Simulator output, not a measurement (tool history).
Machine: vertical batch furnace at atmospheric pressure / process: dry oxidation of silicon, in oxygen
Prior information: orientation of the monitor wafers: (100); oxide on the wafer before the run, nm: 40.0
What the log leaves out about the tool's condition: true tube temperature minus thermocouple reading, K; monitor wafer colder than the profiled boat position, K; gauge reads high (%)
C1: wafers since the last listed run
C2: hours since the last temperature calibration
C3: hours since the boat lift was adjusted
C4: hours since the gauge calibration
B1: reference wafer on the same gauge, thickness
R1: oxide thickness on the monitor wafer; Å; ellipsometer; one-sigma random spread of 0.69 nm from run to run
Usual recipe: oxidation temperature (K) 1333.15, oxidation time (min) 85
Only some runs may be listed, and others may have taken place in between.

run 1 hour=0 | oxidation_temperature_(K)=1333.15 oxidation_time_(min)=85 | C1=0 C2=1483.9 C3=2081.2 C4=728.7 | B1=122.02 | R1=1277.1
run 2 hour=22.7 | oxidation_temperature_(K)=1323.15 oxidation_time_(min)=107.5 | C1=383 C2=1506.6 C3=2103.9 C4=751.4 | B1=122.14 | R1=1378.9
run 3 hour=38.8 | oxidation_temperature_(K)=1323.15 oxidation_time_(min)=107.5 | C1=272 C2=1522.7 C3=2120 C4=767.5 | B1=122.19 | R1=1373.3
run 4 hour=61.1 | oxidation_temperature_(K)=1323.15 oxidation_time_(min)=107.5 | C1=376 C2=1545 C3=2142.3 C4=789.8 | B1=121.77 | R1=1378.2
run 5 hour=141.5 | oxidation_temperature_(K)=1333.15 oxidation_time_(min)=85 | C1=1358 C2=1625.4 C3=2222.7 C4=870.2 | B1=121.89 | R1=1290.9
run 6 hour=158.2 | oxidation_temperature_(K)=1343.15 oxidation_time_(min)=117.5 | C1=282 C2=1642.1 C3=2239.4 C4=886.9 | B1=122.14 | R1=1648.9
run 7 hour=193.8 | oxidation_temperature_(K)=1353.15 oxidation_time_(min)=85 | C1=601 C2=1677.7 C3=2275 C4=922.5 | B1=122.07 | R1=1459.7
run 8 hour=224.6 | oxidation_temperature_(K)=1333.15 oxidation_time_(min)=85 | C1=520 C2=1708.5 C3=2305.8 C4=953.3 | B1=121.76 | R1=1289.7
run 9 hour=237.5 | oxidation_temperature_(K)=1344.15 oxidation_time_(min)=116.5 | C1=218 C2=1721.4 C3=2318.7 C4=966.2 | B1=122.04 | R1=1645.2
run 10 hour=269.5 | oxidation_temperature_(K)=1344.15 oxidation_time_(min)=116.5 | C1=540 C2=1753.4 C3=2350.7 C4=998.2 | B1=122.08 | R1=1651.7
run 11 hour=293.4 | oxidation_temperature_(K)=1333.15 oxidation_time_(min)=85 | C1=403 C2=1777.3 C3=2374.6 C4=1022.1 | B1=122 | R1=1289.7
run 12 hour=313.4 | oxidation_temperature_(K)=1333.15 oxidation_time_(min)=85 | C1=337 C2=1797.3 C3=2394.6 C4=1042.1 | B1=122.01 | R1=1306.5
run 13 hour=332.8 | oxidation_temperature_(K)=1333.15 oxidation_time_(min)=118 | C1=327 C2=1816.7 C3=2414 C4=1061.5 | B1=121.82 | R1=1543.6
run 14 hour=359.9 | oxidation_temperature_(K)=1333.15 oxidation_time_(min)=118 | C1=457 C2=1843.8 C3=2441.1 C4=1088.6 | B1=121.96 | R1=1540.5
run 15 hour=393.7 | oxidation_temperature_(K)=1344.15 oxidation_time_(min)=85 | C1=571 C2=1877.6 C3=2474.9 C4=1122.4 | B1=121.79 | R1=1387.4
run 16 hour=412 | oxidation_temperature_(K)=1344.15 oxidation_time_(min)=85 | C1=309 C2=1895.9 C3=2493.2 C4=1140.7 | B1=121.84 | R1=1391.4
run 17 hour=427.2 | oxidation_temperature_(K)=1344.15 oxidation_time_(min)=85 | C1=256 C2=1911.1 C3=2508.4 C4=1155.9 | B1=121.68 | R1=1382.1
run 18 hour=440.5 | oxidation_temperature_(K)=1333.15 oxidation_time_(min)=53 | C1=224 C2=1924.4 C3=2521.7 C4=1169.2 | B1=122.25 | R1=1016.5
run 19 hour=470.2 | oxidation_temperature_(K)=1311.15 oxidation_time_(min)=118 | C1=501 C2=1954.1 C3=2551.4 C4=1198.9 | B1=122.05 | R1=1332.2
run 20 hour=485.9 | oxidation_temperature_(K)=1348.15 oxidation_time_(min)=99.5 | C1=265 C2=1969.8 C3=2567.1 C4=1214.6 | B1=122.07 | R1=1544.8
run 21 hour=521.1 | oxidation_temperature_(K)=1333.15 oxidation_time_(min)=85 | C1=594 C2=2005 C3=2602.3 C4=1249.8 | B1=122.24 | R1=1280.6
run 22 hour=533.9 | oxidation_temperature_(K)=1326.15 oxidation_time_(min)=65 | C1=216 C2=2017.8 C3=2615.1 C4=1262.6 | B1=121.91 | R1=1072
run 23 hour=563.4 | oxidation_temperature_(K)=1324.15 oxidation_time_(min)=102 | C1=498 C2=2047.3 C3=2644.6 C4=1292.1 | B1=122.11 | R1=1349.5
-- hour=605.3 boat lift adjusted
run 24 hour=605.8 | oxidation_temperature_(K)=1310.15 oxidation_time_(min)=58.5 | C1=310 C2=2089.7 C3=0.5 C4=1334.5 | B1=121.68 | R1=935.9
run 25 hour=610.2 | oxidation_temperature_(K)=1333.15 oxidation_time_(min)=117.5 | C1=74 C2=2094.1 C3=4.9 C4=1338.9 | B1=121.9 | R1=1541.9
run 26 hour=628.5 | oxidation_temperature_(K)=1322.15 oxidation_time_(min)=58 | C1=309 C2=2112.4 C3=23.2 C4=1357.2 | B1=122.13 | R1=991.5
-- hour=659.5 gauge calibrated
run 27 hour=664.3 | oxidation_temperature_(K)=1333.15 oxidation_time_(min)=85 | C1=604 C2=2148.2 C3=59 C4=4.8 | B1=122.25 | R1=1289.1
run 28 hour=691.8 | oxidation_temperature_(K)=1352.15 oxidation_time_(min)=124 | C1=464 C2=2175.7 C3=86.5 C4=32.3 | B1=122.31 | R1=1789.1
run 29 hour=725.3 | oxidation_temperature_(K)=1312.15 oxidation_time_(min)=118 | C1=566 C2=2209.2 C3=120 C4=65.8 | B1=121.94 | R1=1351
-- hour=756.3 thermocouples replaced and temperature profile calibrated
run 30 hour=756.8 | oxidation_temperature_(K)=1333.15 oxidation_time_(min)=53.5 | C1=126 C2=0.5 C3=151.5 C4=97.3 | B1=121.66 | R1=1019.3
run 31 hour=767.4 | oxidation_temperature_(K)=1333.15 oxidation_time_(min)=118 | C1=179 C2=11.1 C3=162.1 C4=107.9 | B1=121.99 | R1=1546.1
run 32 hour=790.9 | oxidation_temperature_(K)=1352.15 oxidation_time_(min)=49 | C1=397 C2=34.6 C3=185.6 C4=131.4 | B1=122.23 | R1=1092.5
run 33 hour=818.9 | oxidation_temperature_(K)=1333.15 oxidation_time_(min)=85 | C1=473 C2=62.6 C3=213.6 C4=159.4 | B1=122.06 | R1=1297.6
run 34 hour=851.8 | oxidation_temperature_(K)=1333.15 oxidation_time_(min)=85 | C1=555 C2=95.5 C3=246.5 C4=192.3 | B1=122.19 | R1=1291.3
run 35 hour=879.5 | oxidation_temperature_(K)=1342.15 oxidation_time_(min)=55.5 | C1=468 C2=123.2 C3=274.2 C4=220 | B1=121.81 | R1=1091.6
run 36 hour=950.4 | oxidation_temperature_(K)=1333.15 oxidation_time_(min)=124 | C1=1198 C2=194.1 C3=345.1 C4=290.9 | B1=122.08 | R1=1591.7
run 37 hour=1022.3 | oxidation_temperature_(K)=1343.15 oxidation_time_(min)=72.5 | C1=1215 C2=266 C3=417 C4=362.8 | B1=121.97 | R1=1257.1
run 38 hour=1055 | oxidation_temperature_(K)=1333.15 oxidation_time_(min)=57 | C1=552 C2=298.7 C3=449.7 C4=395.5 | B1=121.96 | R1=1043.1

Describe how what the log doesn't record of the tool's condition differs between the last listed run preceding each entry between runs and the first listed run following it.
From run 23 to run 24: boat lift adjusted (hour 605.3)
  no hidden state differs between the two runs
From run 26 to run 27: gauge calibrated (hour 659.5)
  no hidden state differs between the two runs
From run 29 to run 30: thermocouples replaced and temperature profile calibrated (hour 756.3)
  no hidden state differs between the two runs

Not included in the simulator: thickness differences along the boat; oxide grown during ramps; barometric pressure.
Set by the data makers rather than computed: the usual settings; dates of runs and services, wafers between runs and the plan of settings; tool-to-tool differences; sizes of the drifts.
